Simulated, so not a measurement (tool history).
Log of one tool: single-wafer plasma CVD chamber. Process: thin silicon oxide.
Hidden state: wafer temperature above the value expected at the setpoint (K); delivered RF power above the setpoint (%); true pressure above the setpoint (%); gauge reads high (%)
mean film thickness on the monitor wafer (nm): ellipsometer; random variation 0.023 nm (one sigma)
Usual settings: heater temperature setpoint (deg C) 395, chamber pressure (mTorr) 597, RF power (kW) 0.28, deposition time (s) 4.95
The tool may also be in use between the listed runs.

run,day,heater temperature setpoint (deg C),chamber pressure (mTorr),RF power (kW),deposition time (s),wafers since the last listed run,hours since the last thermocouple change,hours since the last RF generator calibration,hours since the last manometer calibration,hours since the showerhead was replaced,hours since the gauge calibration,"read-back reference wafer on the same gauge, thickness_nm",mean film thickness on the monitor wafer (nm)
1,0,395,597,0.28,4.95,0,1790,366.6,1163.1,6005.4,1089.7,7.157,6.496
2,2.425,395,597,0.28,4.95,1358,1848.2,424.8,1221.3,6063.6,1147.9,7.169,6.493
3,3.758,395,597,0.28,4.95,746,1880.2,456.8,1253.3,6095.6,1179.9,7.157,6.514
4,5.358,395,597,0.28,4.95,896,1918.6,495.2,1291.7,6134,1218.3,7.158,6.494
5,7.817,395,597,0.28,4.95,1377,1977.6,554.2,1350.7,6193,1277.3,7.155,6.519
6,9.7,395,597,0.28,4.95,1054,2022.8,599.4,1395.9,6238.2,1322.5,7.155,6.481
7,12.304,395,597,0.28,4.95,1458,2085.3,661.9,1458.4,6300.7,1385,7.153,6.485
8,14.354,395,597,0.28,4.95,1148,2134.5,711.1,1507.6,6349.9,1434.2,7.16,6.461
9,16.429,395,597,0.28,4.95,1162,2184.3,760.9,1557.4,6399.7,1484,7.166,6.42
10,18.179,395,597,0.28,4.57,980,2226.3,802.9,1599.4,6441.7,1526,7.155,5.972
# day 18.679: gauge calibrated
11,19.454,395,597,0.28,4.95,714,2256.9,833.5,1630,6472.3,18.6,7.17,6.449
# day 20.438: RF generator calibrated
12,20.846,395,597,0.28,4.95,592,2290.3,9.8,1663.4,6505.7,52,7.155,6.459
13,23.746,395,597,0.28,4.95,1624,2359.9,79.4,1733,6575.3,121.6,7.16,6.469
14,24.912,395,597,0.28,4.95,653,2387.9,107.4,1761,6603.3,149.6,7.164,6.444
# day 25.512: showerhead replaced, of another model than before
# day 27.488: thermocouple changed; heater temperature recalibrated
15,27.817,401,723,0.23,4.95,1253,7.9,177.1,1830.7,55.3,219.3,7.157,6.462
16,30.783,388,667,0.28,4.95,1661,79.1,248.3,1901.9,126.5,290.5,7.159,6.705

Forecast run 17:
17,32.875,395,597,0.32,4.95,1171,129.3,298.5,1952.1,176.7,340.7,?,?

read-back reference wafer on the same gauge, thickness_nm: 7.164
mean film thickness on the monitor wafer (nm): 6.762
Without the tool's hidden state the same run would have given mean film thickness on the monitor wafer (nm) 6.88.
